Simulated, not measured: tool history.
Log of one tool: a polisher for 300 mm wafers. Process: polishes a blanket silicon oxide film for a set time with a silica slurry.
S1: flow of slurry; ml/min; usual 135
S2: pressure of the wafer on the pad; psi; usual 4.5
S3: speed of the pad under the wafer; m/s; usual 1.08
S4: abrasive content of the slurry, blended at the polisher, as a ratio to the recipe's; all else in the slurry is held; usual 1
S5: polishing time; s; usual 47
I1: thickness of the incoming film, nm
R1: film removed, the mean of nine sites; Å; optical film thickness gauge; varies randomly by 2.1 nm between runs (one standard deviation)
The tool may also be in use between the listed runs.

{"run": 1, "day": 0.0, "S1": 135, "S2": 4.5, "S3": 1.08, "S4": 1, "S5": 57, "I1": 960.4, "R1": 1554}
{"run": 2, "day": 3.204, "S1": 135, "S2": 4.9, "S3": 1.08, "S4": 1, "S5": 47, "I1": 962.5, "R1": 1363}
{"day": 3.708, "done": "worn pad replaced by a new one"}
{"day": 5.425, "done": "head pressure recalibrated"}
{"day": 6.462, "done": "conditioning disc replaced and pad reconditioned"}
{"day": 7.725, "done": "slurry nozzle cleaned"}
{"run": 3, "day": 7.746, "S1": 135, "S2": 4.9, "S3": 1.08, "S4": 1, "S5": 47, "I1": 957.5, "R1": 1528}
{"run": 4, "day": 10.354, "S1": 135, "S2": 4.5, "S3": 1.08, "S4": 1, "S5": 47, "I1": 949.3, "R1": 1390}
{"run": 5, "day": 13.504, "S1": 135, "S2": 4.5, "S3": 1.08, "S4": 1, "S5": 47, "I1": 948.5, "R1": 1337}
{"day": 16.746, "done": "slurry blender recalibrated"}
{"run": 6, "day": 17.254, "S1": 135, "S2": 4.5, "S3": 1.08, "S4": 1, "S5": 47, "I1": 938.3, "R1": 1353}
{"run": 7, "day": 21.446, "S1": 145, "S2": 4.5, "S3": 1.08, "S4": 1, "S5": 47, "I1": 962.5, "R1": 1316}
{"day": 22.229, "done": "worn pad replaced by a new one"}
{"run": 8, "day": 24.679, "S1": 175, "S2": 4.5, "S3": 1.08, "S4": 1, "S5": 47, "I1": 940.7, "R1": 1296}
{"day": 26.867, "done": "conditioning disc replaced and pad reconditioned"}
{"run": 9, "day": 27.504, "S1": 135, "S2": 4.5, "S3": 1.08, "S4": 1, "S5": 47, "I1": 946.9, "R1": 1389}
{"day": 27.858, "done": "head pressure recalibrated"}
{"run": 10, "day": 29.338, "S1": 135, "S2": 4.5, "S3": 1.08, "S4": 1, "S5": 47, "I1": 957.8, "R1": 1357}
{"run": 11, "day": 33.108, "S1": 170, "S2": 5.9, "S3": 0.72, "S4": 1, "S5": 47, "I1": 948.1, "R1": 1320}
{"run": 12, "day": 34.7, "S1": 135, "S2": 4.5, "S3": 0.7, "S4": 1, "S5": 47, "I1": 933.9, "R1": 1004}
{"day": 37.7, "done": "slurry nozzle cleaned"}
{"run": 13, "day": 38.817, "S1": 135, "S2": 4.5, "S3": 1.08, "S4": 1, "S5": 57, "I1": 944.6, "R1": 1582}
{"day": 40.233, "done": "slurry blender recalibrated"}
{"day": 41.175, "done": "worn pad replaced by a new one"}
{"run": 14, "day": 42.562, "S1": 170, "S2": 4.5, "S3": 1.08, "S4": 1, "S5": 47, "I1": 958.5, "R1": 1323}
{"run": 15, "day": 44.804, "S1": 135, "S2": 4, "S3": 1.42, "S4": 1, "S5": 47, "I1": 952, "R1": 1416}
{"run": 16, "day": 47.233, "S1": 135, "S2": 3.8, "S3": 0.94, "S4": 1, "S5": 41, "I1": 953.6, "R1": 850}
{"run": 17, "day": 49.692, "S1": 165, "S2": 3.2, "S3": 1.26, "S4": 1, "S5": 56, "I1": 938.9, "R1": 1210}
{"day": 49.846, "done": "conditioning disc replaced and pad reconditioned"}
{"day": 51.25, "done": "head pressure recalibrated"}
{"run": 18, "day": 52.262, "S1": 135, "S2": 5.5, "S3": 1.08, "S4": 1, "S5": 47, "I1": 956.4, "R1": 1679}
{"run": 19, "day": 54.7, "S1": 125, "S2": 4.5, "S3": 1.08, "S4": 1, "S5": 56, "I1": 938.7, "R1": 1632}
{"run": 20, "day": 56.788, "S1": 135, "S2": 4.5, "S3": 1.08, "S4": 1, "S5": 47, "I1": 939.1, "R1": 1348}
{"run": 21, "day": 60.246, "S1": 135, "S2": 4.5, "S3": 1.08, "S4": 1.25, "S5": 47, "I1": 959.3, "R1": 1459}
{"day": 61.467, "done": "worn pad replaced by a new one"}
{"run": 22, "day": 63.258, "S1": 135, "S2": 4.9, "S3": 1.08, "S4": 1, "S5": 47, "I1": 946.7, "R1": 1421}
{"day": 63.754, "done": "slurry blender recalibrated"}
{"run": 23, "day": 66.283, "S1": 135, "S2": 4.5, "S3": 1.08, "S4": 1, "S5": 47, "I1": 948.9, "R1": 1251}
{"day": 69.208, "done": "conditioning disc replaced and pad reconditioned"}
{"run": 24, "day": 69.567, "S1": 135, "S2": 3.1, "S3": 1.08, "S4": 1, "S5": 47, "I1": 947, "R1": 1018}

State the hidden condition of the tool at each of the runs:
removal rate lost through wear of the pad, %: 0 at every run
slurry flow missing at the pad, %: 0 at every run
deviation of the head's pressure from its setpoint, %: 0 at every run
abrasive missing from the slurry, %: 0 at every run
H1: time polished since the conditioner stopped cutting, s
run=1 H1=147
run=2 H1=173
run=3 H1=12.9
run=4 H1=34.3
run=5 H1=60.1
run=6 H1=90.8
run=7 H1=125
run=8 H1=152
run=9 H1=24.7
run=10 H1=39.7
run=11 H1=70.5
run=12 H1=83.6
run=13 H1=117
run=14 H1=148
run=15 H1=166
run=16 H1=186
run=17 H1=206
run=18 H1=28.7
run=19 H1=48.6
run=20 H1=65.7
run=21 H1=94
run=22 H1=119
run=23 H1=143
run=24 H1=20.1

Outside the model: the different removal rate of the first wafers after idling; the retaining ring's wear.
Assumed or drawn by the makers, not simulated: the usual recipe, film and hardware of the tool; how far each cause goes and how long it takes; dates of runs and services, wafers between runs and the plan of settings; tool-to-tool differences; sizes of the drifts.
